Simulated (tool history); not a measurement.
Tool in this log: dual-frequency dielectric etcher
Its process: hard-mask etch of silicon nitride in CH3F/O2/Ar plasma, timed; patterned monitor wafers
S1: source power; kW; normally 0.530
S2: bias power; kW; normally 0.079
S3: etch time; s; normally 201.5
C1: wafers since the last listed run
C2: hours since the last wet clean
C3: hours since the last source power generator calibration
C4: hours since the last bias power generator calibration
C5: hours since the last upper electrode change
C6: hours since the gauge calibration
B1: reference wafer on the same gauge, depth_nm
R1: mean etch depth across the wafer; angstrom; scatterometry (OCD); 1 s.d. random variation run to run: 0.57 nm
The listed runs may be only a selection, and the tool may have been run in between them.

run,hour,S1,S2,S3,C1,C2,C3,C4,C5,C6,B1,R1
1,0.0,0.470,0.079,201.5,0,290.7,3766.8,4141.4,3119.8,77.8,175.0,1767
2,26.2,0.470,0.079,201.5,147,316.9,3793.0,4167.6,3146.0,104.0,175.1,1763
3,58.2,0.530,0.079,201.5,179,348.9,3825.0,4199.6,3178.0,136.0,174.9,1811
4,70.7,0.530,0.079,201.5,70,361.4,3837.5,4212.1,3190.5,148.5,175.1,1809
5,83.0,0.530,0.079,240.5,69,373.7,3849.8,4224.4,3202.8,160.8,174.9,2175
6,115.1,0.530,0.079,240.5,180,405.8,3881.9,4256.5,3234.9,192.9,175.1,2168
7,135.7,0.530,0.079,240.5,115,426.4,3902.5,4277.1,3255.5,213.5,175.1,2171
8,163.1,0.530,0.079,201.5,153,453.8,3929.9,4304.5,3282.9,240.9,175.1,1812
9,198.9,0.530,0.079,201.5,200,489.6,3965.7,4340.3,3318.7,276.7,174.9,1816
# hour 233.5: wet clean of the chamber
10,234.0,0.630,0.079,201.5,62,0.5,4000.8,4375.4,3353.8,311.8,174.8,1881
11,236.0,0.530,0.079,201.5,11,2.5,4002.8,4377.4,3355.8,313.8,174.8,1818
12,250.6,0.530,0.079,201.5,81,17.1,4017.4,4392.0,3370.4,328.4,175.0,1824
13,279.4,0.530,0.079,201.5,161,45.9,4046.2,4420.8,3399.2,357.2,174.9,1812
# hour 287.1: gauge calibrated
# hour 323.6: upper electrode replaced
14,324.1,0.530,0.079,201.5,116,90.6,4090.9,4465.5,0.5,37.0,175.2,1813
15,330.7,0.530,0.079,201.5,37,97.2,4097.5,4472.1,7.1,43.6,174.9,1809
# hour 343.5: bias power generator calibrated
16,350.1,0.430,0.079,247.0,86,116.6,4116.9,6.6,26.5,63.0,175.0,2130
17,362.5,0.590,0.090,201.5,69,129.0,4129.3,19.0,38.9,75.4,175.0,1950
18,394.9,0.530,0.079,201.5,181,161.4,4161.7,51.4,71.3,107.8,175.1,1815
19,408.4,0.530,0.079,237.0,75,174.9,4175.2,64.9,84.8,121.3,174.9,2146
20,438.4,0.580,0.064,250.5,168,204.9,4205.2,94.9,114.8,151.3,174.9,2146
21,454.0,0.530,0.066,201.5,87,220.5,4220.8,110.5,130.4,166.9,174.8,1714
22,482.1,0.530,0.079,172.0,157,248.6,4248.9,138.6,158.5,195.0,175.1,1552
23,495.6,0.530,0.092,201.5,75,262.1,4262.4,152.1,172.0,208.5,174.9,1908
24,514.0,0.530,0.079,201.5,103,280.5,4280.8,170.5,190.4,226.9,175.0,1823
# hour 532.1: source power generator calibrated
25,546.4,0.530,0.079,158.5,159,312.9,14.3,202.9,222.8,259.3,175.2,1430
26,561.8,0.530,0.095,201.5,86,328.3,29.7,218.3,238.2,274.7,174.9,1933
27,576.1,0.530,0.079,225.0,80,342.6,44.0,232.6,252.5,289.0,174.9,2033
28,596.8,0.610,0.079,201.5,116,363.3,64.7,253.3,273.2,309.7,175.2,1877
29,615.4,0.450,0.079,143.5,104,381.9,83.3,271.9,291.8,328.3,175.0,1246
30,651.4,0.640,0.079,244.5,202,417.9,119.3,307.9,327.8,364.3,175.2,2295
31,666.6,0.530,0.095,201.5,85,433.1,134.5,323.1,343.0,379.5,175.2,1942

The tool's hidden state at each run:
etch rate over this chamber's usual, %: 0 on each run
source power that arrives over what is set, %: 0 on each run
bias power that arrives over what is set, %: 0 on each run
gauge reads high (%): 0 on each run

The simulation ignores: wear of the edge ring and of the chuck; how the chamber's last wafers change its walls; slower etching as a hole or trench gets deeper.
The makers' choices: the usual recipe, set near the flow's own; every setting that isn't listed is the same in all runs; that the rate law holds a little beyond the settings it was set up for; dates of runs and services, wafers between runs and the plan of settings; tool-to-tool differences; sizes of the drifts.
